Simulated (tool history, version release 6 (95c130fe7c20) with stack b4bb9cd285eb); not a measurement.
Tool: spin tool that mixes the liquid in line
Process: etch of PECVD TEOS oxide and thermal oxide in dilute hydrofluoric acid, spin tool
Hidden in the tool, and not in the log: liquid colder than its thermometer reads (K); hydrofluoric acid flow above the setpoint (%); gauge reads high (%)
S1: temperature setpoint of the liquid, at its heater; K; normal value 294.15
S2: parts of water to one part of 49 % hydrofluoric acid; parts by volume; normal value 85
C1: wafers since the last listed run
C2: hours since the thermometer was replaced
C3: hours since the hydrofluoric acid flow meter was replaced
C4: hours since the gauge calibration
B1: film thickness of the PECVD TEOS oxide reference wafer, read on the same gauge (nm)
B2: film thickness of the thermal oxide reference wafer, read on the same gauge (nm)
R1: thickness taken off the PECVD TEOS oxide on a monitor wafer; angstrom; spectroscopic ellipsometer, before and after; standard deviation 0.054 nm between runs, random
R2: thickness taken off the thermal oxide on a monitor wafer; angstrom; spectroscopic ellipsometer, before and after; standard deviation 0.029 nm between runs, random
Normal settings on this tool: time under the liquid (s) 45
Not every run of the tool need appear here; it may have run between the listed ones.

run 1 day=0.000 | S1=294.15 S2=55 time_under_the_liquid_(s)=30 | C1=0 C2=2740.3 C3=1342.9 C4=148.6 | B1=50.01 B2=60.003 | R1=127.3 R2=24.43
run 2 day=0.679 | S1=294.15 S2=85 time_under_the_liquid_(s)=45 | C1=295 C2=2756.6 C3=1359.2 C4=164.9 | B1=50.01 B2=60.019 | R1=118.9 R2=23.05
run 3 day=1.238 | S1=292.15 S2=85 time_under_the_liquid_(s)=55 | C1=242 C2=2770.0 C3=1372.6 C4=178.3 | B1=50.02 B2=59.977 | R1=133.8 R2=26.41
run 4 day=1.629 | S1=292.15 S2=85 time_under_the_liquid_(s)=55 | C1=170 C2=2779.4 C3=1382.0 C4=187.7 | B1=49.99 B2=60.021 | R1=133.1 R2=25.88
run 5 day=2.312 | S1=292.15 S2=85 time_under_the_liquid_(s)=55 | C1=296 C2=2795.8 C3=1398.4 C4=204.1 | B1=50.00 B2=60.019 | R1=135.3 R2=25.81
run 6 day=2.767 | S1=290.65 S2=85 time_under_the_liquid_(s)=45 | C1=197 C2=2806.7 C3=1409.3 C4=215.0 | B1=50.00 B2=60.001 | R1=103.6 R2=19.99
run 7 day=3.421 | S1=290.65 S2=85 time_under_the_liquid_(s)=45 | C1=284 C2=2822.4 C3=1425.0 C4=230.7 | B1=50.02 B2=60.012 | R1=104.5 R2=19.97
-- day=3.946 hydrofluoric acid flow meter replaced
run 8 day=4.000 | S1=290.65 S2=85 time_under_the_liquid_(s)=45 | C1=233 C2=2836.3 C3=1.3 C4=244.6 | B1=50.03 B2=60.026 | R1=91.7 R2=17.24
run 9 day=4.433 | S1=298.15 S2=85 time_under_the_liquid_(s)=45 | C1=188 C2=2846.7 C3=11.7 C4=255.0 | B1=50.03 B2=59.994 | R1=127.0 R2=24.45
run 10 day=4.804 | S1=294.15 S2=110 time_under_the_liquid_(s)=45 | C1=161 C2=2855.6 C3=20.6 C4=263.9 | B1=49.95 B2=60.019 | R1=80.0 R2=15.53
run 11 day=5.500 | S1=294.15 S2=110 time_under_the_liquid_(s)=45 | C1=302 C2=2872.3 C3=37.3 C4=280.6 | B1=50.00 B2=59.952 | R1=80.8 R2=15.68
run 12 day=5.762 | S1=294.15 S2=85 time_under_the_liquid_(s)=45 | C1=114 C2=2878.6 C3=43.6 C4=286.9 | B1=49.98 B2=59.984 | R1=107.7 R2=20.71
run 13 day=6.396 | S1=294.15 S2=85 time_under_the_liquid_(s)=45 | C1=275 C2=2893.8 C3=58.8 C4=302.1 | B1=50.02 B2=59.985 | R1=106.3 R2=20.44
-- day=6.775 thermometer replaced
run 14 day=6.796 | S1=295.65 S2=55 time_under_the_liquid_(s)=45 | C1=155 C2=0.5 C3=68.4 C4=311.7 | B1=49.97 B2=60.020 | R1=182.8 R2=35.67
run 15 day=7.100 | S1=291.15 S2=120 time_under_the_liquid_(s)=35 | C1=132 C2=7.8 C3=75.7 C4=319.0 | B1=49.94 B2=59.994 | R1=50.3 R2=9.81
run 16 day=7.483 | S1=296.65 S2=70 time_under_the_liquid_(s)=25 | C1=166 C2=17.0 C3=84.9 C4=328.2 | B1=49.99 B2=60.003 | R1=81.9 R2=16.00
run 17 day=8.200 | S1=290.15 S2=100 time_under_the_liquid_(s)=60 | C1=311 C2=34.2 C3=102.1 C4=345.4 | B1=49.95 B2=59.982 | R1=102.0 R2=19.54
run 18 day=8.917 | S1=298.15 S2=60 time_under_the_liquid_(s)=30 | C1=311 C2=51.4 C3=119.3 C4=362.6 | B1=49.99 B2=60.027 | R1=124.0 R2=23.89
run 19 day=9.475 | S1=299.15 S2=85 time_under_the_liquid_(s)=45 | C1=242 C2=64.8 C3=132.7 C4=376.0 | B1=50.05 B2=60.005 | R1=132.3 R2=25.88
-- day=9.883 gauge calibrated
run 20 day=9.917 | S1=296.15 S2=75 time_under_the_liquid_(s)=60 | C1=191 C2=75.4 C3=143.3 C4=0.8 | B1=49.95 B2=59.994 | R1=179.0 R2=34.43
run 21 day=10.471 | S1=294.15 S2=120 time_under_the_liquid_(s)=20 | C1=240 C2=88.7 C3=156.6 C4=14.1 | B1=49.98 B2=60.004 | R1=32.9 R2=6.46
run 22 day=11.212 | S1=294.15 S2=85 time_under_the_liquid_(s)=45 | C1=322 C2=106.5 C3=174.4 C4=31.9 | B1=49.98 B2=60.009 | R1=108.1 R2=20.44
run 23 day=11.554 | S1=294.15 S2=85 time_under_the_liquid_(s)=45 | C1=148 C2=114.7 C3=182.6 C4=40.1 | B1=50.01 B2=60.012 | R1=108.5 R2=21.73
run 24 day=11.958 | S1=291.15 S2=85 time_under_the_liquid_(s)=30 | C1=175 C2=124.4 C3=192.3 C4=49.8 | B1=50.00 B2=60.011 | R1=64.1 R2=12.47
run 25 day=12.583 | S1=295.65 S2=100 time_under_the_liquid_(s)=25 | C1=271 C2=139.4 C3=207.3 C4=64.8 | B1=50.00 B2=60.013 | R1=53.5 R2=10.33
run 26 day=13.029 | S1=294.15 S2=85 time_under_the_liquid_(s)=45 | C1=193 C2=150.1 C3=218.0 C4=75.5 | B1=50.01 B2=59.988 | R1=107.6 R2=21.22

Branching from run 26: 3 alternative next runs. What would each branch give?
run A day=13.046 | S1=294.15 S2=85 time_under_the_liquid_(s)=45 | C1=7 C2=150.5 C3=218.4 C4=75.9 | B1=? B2=? | R1=? R2=?
run B day=13.046 | S1=294.15 S2=110 time_under_the_liquid_(s)=70 | C1=7 C2=150.5 C3=218.4 C4=75.9 | B1=? B2=? | R1=? R2=?
run C day=13.046 | S1=294.15 S2=85 time_under_the_liquid_(s)=70 | C1=7 C2=150.5 C3=218.4 C4=75.9 | B1=? B2=? | R1=? R2=?

run=A B1=50.00 B2=60.004 R1=108.9 R2=20.68
run=B B1=50.00 B2=60.004 R1=127.3 R2=24.16
run=C B1=50.00 B2=60.004 R1=169.4 R2=32.16
Without the tool's unlogged condition, the same runs would have read:
run=A R1=106.2 R2=20.16
run=B R1=124.1 R2=23.55
run=C R1=165.2 R2=31.36

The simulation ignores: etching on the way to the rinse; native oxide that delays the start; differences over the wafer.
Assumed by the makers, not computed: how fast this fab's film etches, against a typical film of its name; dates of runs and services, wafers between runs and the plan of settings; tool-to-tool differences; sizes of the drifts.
